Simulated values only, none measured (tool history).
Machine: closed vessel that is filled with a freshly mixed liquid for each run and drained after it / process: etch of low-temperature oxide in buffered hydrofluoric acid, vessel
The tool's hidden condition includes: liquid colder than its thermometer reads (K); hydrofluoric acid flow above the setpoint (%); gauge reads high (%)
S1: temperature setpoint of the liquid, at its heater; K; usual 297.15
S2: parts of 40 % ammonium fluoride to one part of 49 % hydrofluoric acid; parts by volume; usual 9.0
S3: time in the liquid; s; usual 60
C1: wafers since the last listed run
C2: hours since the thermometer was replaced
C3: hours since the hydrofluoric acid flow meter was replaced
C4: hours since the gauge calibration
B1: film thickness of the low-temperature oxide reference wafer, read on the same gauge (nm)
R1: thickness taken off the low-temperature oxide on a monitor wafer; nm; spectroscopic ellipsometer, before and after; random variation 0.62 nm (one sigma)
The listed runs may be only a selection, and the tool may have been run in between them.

| run | hour | S1 | S2 | S3 | C1 | C2 | C3 | C4 | B1 | R1 |
|---|---|---|---|---|---|---|---|---|---|---|
| 1 | 0.0 | 297.15 | 9.0 | 60 | 0 | 1066.9 | 1454.4 | 397.7 | 140.03 | 171.68 |
| 2 | 66.9 | 297.15 | 9.0 | 85 | 6702 | 1133.8 | 1521.3 | 464.6 | 140.00 | 243.96 |
| 3 | 106.6 | 297.15 | 9.0 | 90 | 3977 | 1173.5 | 1561.0 | 504.3 | 139.99 | 257.20 |
| 4 | 134.8 | 297.15 | 9.0 | 60 | 2825 | 1201.7 | 1589.2 | 532.5 | 139.98 | 172.55 |
| 5 | 191.8 | 297.15 | 9.0 | 60 | 5711 | 1258.7 | 1646.2 | 589.5 | 140.01 | 171.82 |
| 6 | 260.8 | 297.15 | 6.5 | 60 | 6913 | 1327.7 | 1715.2 | 658.5 | 139.99 | 236.65 |
| 7 | 318.7 | 295.15 | 9.0 | 75 | 5801 | 1385.6 | 1773.1 | 716.4 | 140.01 | 194.28 |
| 8 | 342.9 | 295.15 | 9.0 | 75 | 2424 | 1409.8 | 1797.3 | 740.6 | 140.01 | 193.11 |
| 9 | 475.1 | 298.65 | 9.0 | 60 | 13245 | 1542.0 | 1929.5 | 872.8 | 140.01 | 186.70 |
| 10 | 506.3 | 298.65 | 9.0 | 60 | 3126 | 1573.2 | 1960.7 | 904.0 | 140.03 | 186.96 |
| 11 | 562.8 | 297.15 | 7.0 | 60 | 5660 | 1629.7 | 2017.2 | 960.5 | 140.03 | 223.85 |
|  | 606.2 | gauge calibrated |
| 12 | 620.4 | 297.15 | 9.0 | 60 | 5771 | 1687.3 | 2074.8 | 14.2 | 140.00 | 171.75 |
| 13 | 674.6 | 292.65 | 6.5 | 45 | 5430 | 1741.5 | 2129.0 | 68.4 | 140.03 | 138.37 |
|  | 712.4 | hydrofluoric acid flow meter replaced |
| 14 | 727.8 | 292.65 | 9.0 | 75 | 5230 | 1794.7 | 15.4 | 121.6 | 140.01 | 155.66 |
| 15 | 786.2 | 292.65 | 9.0 | 75 | 5851 | 1853.1 | 73.8 | 180.0 | 139.99 | 154.68 |
|  | 809.7 | thermometer replaced |
| 16 | 847.1 | 299.15 | 11.5 | 45 | 6001 | 37.4 | 134.7 | 240.9 | 139.96 | 115.83 |
| 17 | 889.7 | 295.65 | 9.0 | 40 | 4268 | 80.0 | 177.3 | 283.5 | 140.00 | 104.76 |
| 18 | 943.8 | 297.15 | 9.0 | 40 | 5420 | 134.1 | 231.4 | 337.6 | 139.97 | 114.10 |
| 19 | 993.1 | 297.15 | 9.0 | 60 | 4939 | 183.4 | 280.7 | 386.9 | 140.01 | 171.54 |
| 20 | 1019.7 | 297.15 | 9.0 | 60 | 2665 | 210.0 | 307.3 | 413.5 | 140.00 | 171.41 |
| 21 | 1069.1 | 299.65 | 8.0 | 60 | 4949 | 259.4 | 356.7 | 462.9 | 139.99 | 223.47 |

Predict the results of run 22:
| 22 | 1110.1 | 293.65 | 6.0 | 85 | 4107 | 300.4 | 397.7 | 503.9 | ? | ? |

Run 22 gave B1 140.01, R1 298.17 nm.
With the hidden condition absent and the run-to-run variation left alone, this run would have shown R1 294.69 nm.
